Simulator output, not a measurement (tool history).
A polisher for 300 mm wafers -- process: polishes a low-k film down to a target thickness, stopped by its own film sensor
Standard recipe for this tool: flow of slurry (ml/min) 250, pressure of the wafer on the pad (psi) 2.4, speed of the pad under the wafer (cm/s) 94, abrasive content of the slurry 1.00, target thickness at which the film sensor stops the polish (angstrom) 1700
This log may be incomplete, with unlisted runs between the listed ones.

run	day	flow of slurry (ml/min)	pressure of the wafer on the pad (psi)	speed of the pad under the wafer (cm/s)	abrasive content of the slurry	target thickness at which the film sensor stops the polish (angstrom)	wafers since the last listed run	wafers polished on this pad	hours since the slurry nozzle was cleaned	hours since the head pressure was calibrated	hours since the slurry blender was calibrated	hours since the conditioning disc was replaced	incoming thickness of the incoming film, nm	time until the film sensor stopped the polish (s)
1	0.000	250	1.9	94	1.00	1700	0	2850	540.3	1431.7	326.0	81.0	206.7	122.8
2	2.871	250	1.9	94	1.00	1700	728	3579	609.2	1500.6	394.9	149.9	210.2	142.0
3	3.900	250	3.0	94	1.00	1570	261	3840	633.9	1525.3	419.6	174.6	206.9	108.5
# day 5.396: head pressure recalibrated
# day 6.592: slurry blender recalibrated
4	6.796	250	2.4	94	1.00	1700	692	4532	703.4	33.6	4.9	244.1	210.0	103.1
# day 7.683: worn pad replaced by a new one
5	9.642	250	2.8	94	1.00	1750	679	496	771.7	101.9	73.2	312.4	214.0	83.8
# day 10.933: slurry nozzle cleaned
6	11.204	250	3.1	94	1.00	1700	385	882	6.5	139.4	110.7	349.9	212.9	85.8
7	12.788	250	2.4	94	1.00	1580	401	1284	44.5	177.4	148.7	387.9	208.6	129.4
8	15.104	250	2.4	82	0.80	1700	587	1872	100.1	233.0	204.3	443.5	214.1	146.8
9	16.908	250	2.1	94	0.85	1700	457	2329	143.4	276.3	247.6	486.8	211.7	138.1
# day 17.250: conditioning disc replaced and pad reconditioned
10	18.258	250	2.4	94	1.00	1770	321	2651	175.8	308.7	280.0	24.2	208.2	80.5
11	20.842	185	2.4	94	1.00	1700	655	3306	237.8	370.7	342.0	86.2	214.0	122.6
12	22.896	250	1.8	94	0.85	1700	521	3827	287.1	420.0	391.3	135.5	210.5	162.0
# day 24.417: worn pad replaced by a new one
13	25.183	250	2.0	94	1.00	1700	538	193	342.0	474.9	446.2	190.4	209.4	131.4
14	26.404	250	2.4	116	1.00	1700	309	503	371.3	504.2	475.5	219.7	213.1	103.3
# day 27.371: slurry blender recalibrated
15	28.792	250	2.4	94	1.10	1700	584	1088	428.6	561.5	34.1	277.0	212.2	102.6
16	29.883	250	2.4	94	1.00	1700	276	1365	454.8	587.7	60.3	303.2	210.5	102.8
17	31.971	165	2.4	72	1.00	1640	529	1894	504.9	637.8	110.4	353.3	209.4	146.5
18	33.046	250	3.2	94	1.00	1760	272	2167	530.7	663.6	136.2	379.1	210.2	65.8
19	35.754	250	2.7	94	1.00	1700	687	2854	595.7	728.6	201.2	444.1	211.3	94.9
20	37.271	335	2.4	94	1.20	1700	384	3239	632.1	765.0	237.6	480.5	209.9	92.6
21	39.067	250	1.9	94	0.75	1700	455	3694	675.2	808.1	280.7	523.6	214.7	183.1
22	40.358	250	2.4	94	1.00	1700	327	4022	706.2	839.1	311.7	554.6	209.2	104.4
# day 40.983: worn pad replaced by a new one
# day 43.333: conditioning disc replaced and pad reconditioned
23	43.354	165	1.9	94	1.00	1700	696	580	778.1	911.0	383.6	0.5	211.0	149.4
# day 45.679: slurry blender recalibrated
24	45.771	250	2.4	94	1.00	1700	591	1172	836.1	969.0	2.2	58.5	212.2	107.3
# day 47.225: slurry nozzle cleaned
25	48.492	250	2.4	94	1.20	1620	679	1852	30.4	1034.3	67.5	123.8	210.7	112.5
26	49.912	250	2.4	94	1.00	1700	360	2212	64.5	1068.4	101.6	157.9	212.0	105.5

Here are 3 independent what-if runs from the current tool condition. What would each one return?
A	49.929	250	2.4	94	0.85	1700	4	2216	64.9	1068.8	102.0	158.3	207.3	?
B	49.929	250	2.4	94	0.70	1790	4	2216	64.9	1068.8	102.0	158.3	207.3	?
C	49.929	250	3.2	94	1.00	1700	4	2216	64.9	1068.8	102.0	158.3	207.3	?

run	time until the film sensor stopped the polish (s)
A	102.9
B	89.0
C	70.2
Stripped of hidden state, with their random variation kept, the same runs would have yielded:
run	time until the film sensor stopped the polish (s)
A	102.0
B	88.1
C	69.6
